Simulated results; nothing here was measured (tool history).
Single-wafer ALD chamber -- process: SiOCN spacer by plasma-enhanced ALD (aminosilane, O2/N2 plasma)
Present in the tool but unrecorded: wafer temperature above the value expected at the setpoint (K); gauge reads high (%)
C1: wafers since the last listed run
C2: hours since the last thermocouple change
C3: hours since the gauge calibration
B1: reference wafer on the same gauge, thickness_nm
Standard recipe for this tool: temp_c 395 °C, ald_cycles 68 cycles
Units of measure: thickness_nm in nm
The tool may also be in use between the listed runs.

run 1 hour=0.0 | temp_c=395 ald_cycles=68 | C1=0 C2=493.9 C3=806.2 | B1=3.626 | thickness_nm=3.887
run 2 hour=42.1 | temp_c=395 ald_cycles=68 | C1=117 C2=536.0 C3=848.3 | B1=3.630 | thickness_nm=3.883
run 3 hour=121.4 | temp_c=395 ald_cycles=68 | C1=221 C2=615.3 C3=927.6 | B1=3.628 | thickness_nm=3.910
run 4 hour=209.5 | temp_c=403 ald_cycles=68 | C1=246 C2=703.4 C3=1015.7 | B1=3.635 | thickness_nm=3.840
run 5 hour=311.6 | temp_c=395 ald_cycles=68 | C1=285 C2=805.5 C3=1117.8 | B1=3.634 | thickness_nm=3.888
run 6 hour=429.0 | temp_c=395 ald_cycles=68 | C1=328 C2=922.9 C3=1235.2 | B1=3.637 | thickness_nm=3.904
run 7 hour=489.8 | temp_c=395 ald_cycles=68 | C1=170 C2=983.7 C3=1296.0 | B1=3.639 | thickness_nm=3.909
run 8 hour=580.1 | temp_c=395 ald_cycles=68 | C1=252 C2=1074.0 C3=1386.3 | B1=3.642 | thickness_nm=3.895
run 9 hour=646.8 | temp_c=404 ald_cycles=68 | C1=186 C2=1140.7 C3=1453.0 | B1=3.645 | thickness_nm=3.872
run 10 hour=691.8 | temp_c=395 ald_cycles=68 | C1=125 C2=1185.7 C3=1498.0 | B1=3.648 | thickness_nm=3.894
run 11 hour=793.0 | temp_c=395 ald_cycles=68 | C1=283 C2=1286.9 C3=1599.2 | B1=3.650 | thickness_nm=3.911
run 12 hour=840.6 | temp_c=395 ald_cycles=68 | C1=133 C2=1334.5 C3=1646.8 | B1=3.656 | thickness_nm=3.890
-- hour=867.2 thermocouple changed; heater temperature recalibrated
run 13 hour=879.1 | temp_c=395 ald_cycles=68 | C1=85 C2=11.9 C3=1685.3 | B1=3.656 | thickness_nm=3.919
run 14 hour=922.2 | temp_c=395 ald_cycles=68 | C1=120 C2=55.0 C3=1728.4 | B1=3.656 | thickness_nm=3.920
run 15 hour=1016.6 | temp_c=381 ald_cycles=76 | C1=264 C2=149.4 C3=1822.8 | B1=3.663 | thickness_nm=4.393
run 16 hour=1083.9 | temp_c=381 ald_cycles=78 | C1=188 C2=216.7 C3=1890.1 | B1=3.665 | thickness_nm=4.507
-- hour=1084.9 gauge calibrated
run 17 hour=1133.0 | temp_c=395 ald_cycles=76 | C1=137 C2=265.8 C3=48.1 | B1=3.622 | thickness_nm=4.340
run 18 hour=1196.0 | temp_c=395 ald_cycles=68 | C1=176 C2=328.8 C3=111.1 | B1=3.620 | thickness_nm=3.886
run 19 hour=1259.1 | temp_c=402 ald_cycles=76 | C1=176 C2=391.9 C3=174.2 | B1=3.622 | thickness_nm=4.324
run 20 hour=1312.2 | temp_c=404 ald_cycles=58 | C1=148 C2=445.0 C3=227.3 | B1=3.618 | thickness_nm=3.288
run 21 hour=1364.0 | temp_c=400 ald_cycles=60 | C1=144 C2=496.8 C3=279.1 | B1=3.623 | thickness_nm=3.422
run 22 hour=1599.7 | temp_c=388 ald_cycles=68 | C1=659 C2=732.5 C3=514.8 | B1=3.624 | thickness_nm=3.883
run 23 hour=1659.5 | temp_c=404 ald_cycles=73 | C1=167 C2=792.3 C3=574.6 | B1=3.622 | thickness_nm=4.129
run 24 hour=1760.0 | temp_c=386 ald_cycles=68 | C1=281 C2=892.8 C3=675.1 | B1=3.629 | thickness_nm=3.884
run 25 hour=1849.7 | temp_c=389 ald_cycles=68 | C1=250 C2=982.5 C3=764.8 | B1=3.630 | thickness_nm=3.892
run 26 hour=1900.7 | temp_c=390 ald_cycles=68 | C1=142 C2=1033.5 C3=815.8 | B1=3.629 | thickness_nm=3.884
run 27 hour=1941.4 | temp_c=409 ald_cycles=68 | C1=113 C2=1074.2 C3=856.5 | B1=3.631 | thickness_nm=3.788

Measured minus without-hidden-state, run by run (identical run-to-run variation in each term; gauge scatter may differ):
run=1 thickness_nm=+0.007
run=2 thickness_nm=+0.007
run=3 thickness_nm=+0.009
run=4 thickness_nm=+0.011
run=5 thickness_nm=+0.015
run=6 thickness_nm=+0.019
run=7 thickness_nm=+0.021
run=8 thickness_nm=+0.025
run=9 thickness_nm=+0.027
run=10 thickness_nm=+0.029
run=11 thickness_nm=+0.033
run=12 thickness_nm=+0.035
run=13 thickness_nm=+0.038
run=14 thickness_nm=+0.040
run=15 thickness_nm=+0.050
run=16 thickness_nm=+0.056
run=17 thickness_nm=+0.001
run=18 thickness_nm=+0.001
run=19 thickness_nm=+0.002
run=20 thickness_nm=+0.001
run=21 thickness_nm=+0.002
run=22 thickness_nm=+0.005
run=23 thickness_nm=+0.006
run=24 thickness_nm=+0.008
run=25 thickness_nm=+0.009
run=26 thickness_nm=+0.011
run=27 thickness_nm=+0.011
